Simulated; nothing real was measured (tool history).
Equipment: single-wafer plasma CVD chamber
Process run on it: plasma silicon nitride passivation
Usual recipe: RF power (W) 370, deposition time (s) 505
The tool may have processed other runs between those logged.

run	hour	RF power (W)	deposition time (s)	read-back reference wafer on the same gauge, thickness_nm	mean film thickness on the monitor wafer (Å)
1	0	335	505	657.766	6752.52
2	82.5	335	505	658.483	6699.52
3	96.7	335	505	657.505	6746.04
4	110.8	370	505	657.669	6938.64
5	127	370	505	658.544	6912.3
6	161.7	370	505	658.293	6930.58
# hour 173.5: showerhead replaced
7	175.1	370	566	657.861	7738.07
# hour 209: RF generator calibrated
8	209.5	370	505	658.324	6905.77
9	236.7	370	505	657.922	6963.73
10	270.3	370	505	658.893	6916.27
11	295.3	370	505	658.307	6921.61
12	317.7	340	444	656.826	5974

What does the tool deliver on the next run?
# hour 338.4: gauge calibrated
13	342.2	350	418	?	?

{"run 13": {"read-back reference wafer on the same gauge, thickness_nm": 658.365, "mean film thickness on the monitor wafer (Å)": 5655.36}}
If the tool had no hidden condition, the same run with the same run-to-run variation would have returned mean film thickness on the monitor wafer (Å) 5655.36.
